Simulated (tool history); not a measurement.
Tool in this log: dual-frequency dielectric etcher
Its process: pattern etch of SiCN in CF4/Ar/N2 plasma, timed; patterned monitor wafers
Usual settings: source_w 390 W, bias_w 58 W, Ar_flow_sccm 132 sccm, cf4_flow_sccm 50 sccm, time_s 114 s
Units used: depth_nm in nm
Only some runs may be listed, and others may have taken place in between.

run	hour	source_w	bias_w	Ar_flow_sccm	cf4_flow_sccm	time_s	wafers since the last listed run	hours since the last wet clean	hours since the last source power generator calibration	hours since the last bias power generator calibration	hours since the last Ar flow controller change	hours since the last CF4 flow controller change	hours since the last upper electrode change	hours since the gauge calibration	read-back reference wafer on the same gauge, depth_nm	depth_nm
1	0	390	58	132	50	114	0	257.8	2784.4	3406.3	1499	3287.1	2752.5	202.3	101.8	86.8
2	14.4	390	58	132	50	114	91	272.2	2798.8	3420.7	1513.4	3301.5	2766.9	216.7	101.9	86.4
3	27.5	390	52	132	50	114	83	285.3	2811.9	3433.8	1526.5	3314.6	2780	229.8	101.8	83.2
4	40.8	390	52	132	50	114	84	298.6	2825.2	3447.1	1539.8	3327.9	2793.3	243.1	101.7	83
5	49.3	390	58	132	50	114	54	307.1	2833.7	3455.6	1548.3	3336.4	2801.8	251.6	101.7	86.9
6	60.1	390	58	132	50	114	68	317.9	2844.5	3466.4	1559.1	3347.2	2812.6	262.4	101.9	87.3
# hour 85.5: bias power generator calibrated
7	86	390	58	132	50	114	139	343.8	2870.4	0.5	1585	3373.1	2838.5	288.3	101.8	86.8
8	98.9	390	58	132	50	114	82	356.7	2883.3	13.4	1597.9	3386	2851.4	301.2	101.8	87.1
9	113.3	390	58	132	50	114	91	371.1	2897.7	27.8	1612.3	3400.4	2865.8	315.6	101.8	87.5
10	128.5	390	58	132	50	114	96	386.3	2912.9	43	1627.5	3415.6	2881	330.8	101.7	87.3
# hour 141.7: source power generator calibrated
# hour 143.5: CF4 flow controller replaced
# hour 144.7: Ar flow controller replaced
11	145.2	390	47	132	56	114	61	403	3.5	59.7	0.5	1.7	2897.7	347.5	101.7	82.3
# hour 146.9: gauge calibrated
12	157.3	390	65	132	50	114	77	415.1	15.6	71.8	12.6	13.8	2909.8	10.4	101.8	90.9
13	173.2	390	51	132	50	123	101	431	31.5	87.7	28.5	29.7	2925.7	26.3	101.8	89.9
14	183	390	65	132	50	93	62	440.8	41.3	97.5	38.3	39.5	2935.5	36.1	101.8	74
# hour 207.7: wet clean of the chamber
# hour 216.6: upper electrode replaced
15	217.1	390	58	132	50	114	7	9.4	75.4	131.6	72.4	73.6	0.5	70.2	101.8	84.4
16	217.5	420	58	132	40	114	2	9.8	75.8	132	72.8	74	0.9	70.6	101.8	87.7
17	217.8	390	45	132	45	114	1	10.1	76.1	132.3	73.1	74.3	1.2	70.9	101.9	75.8
18	223.3	390	58	132	50	114	35	15.6	81.6	137.8	78.6	79.8	6.7	76.4	101.9	84.9
19	276.6	350	58	102	59	90	340	68.9	134.9	191.1	131.9	133.1	60	129.7	101.8	64
20	282.7	420	65	132	50	114	38	75	141	197.2	138	139.2	66.1	135.8	101.8	96.2

Forecast each of these 5 alternatives for the next run:
A	283.1	390	58	162	50	114	2	75.4	141.4	197.6	138.4	139.6	66.5	136.2	?	?
B	283.1	480	58	104	50	147	2	75.4	141.4	197.6	138.4	139.6	66.5	136.2	?	?
C	283.1	390	53	132	50	146.5	2	75.4	141.4	197.6	138.4	139.6	66.5	136.2	?	?
D	283.1	390	58	132	50	91	2	75.4	141.4	197.6	138.4	139.6	66.5	136.2	?	?
E	283.1	390	70	132	50	133.5	2	75.4	141.4	197.6	138.4	139.6	66.5	136.2	?	?

run	read-back reference wafer on the same gauge, depth_nm	depth_nm
A	101.8	84
B	101.8	141.1
C	101.8	107
D	101.8	68.7
E	101.8	108.1
With no hidden state in the tool, these same runs would have given:
run	depth_nm
A	83.4
B	140.2
C	106.3
D	68.2
E	107.4

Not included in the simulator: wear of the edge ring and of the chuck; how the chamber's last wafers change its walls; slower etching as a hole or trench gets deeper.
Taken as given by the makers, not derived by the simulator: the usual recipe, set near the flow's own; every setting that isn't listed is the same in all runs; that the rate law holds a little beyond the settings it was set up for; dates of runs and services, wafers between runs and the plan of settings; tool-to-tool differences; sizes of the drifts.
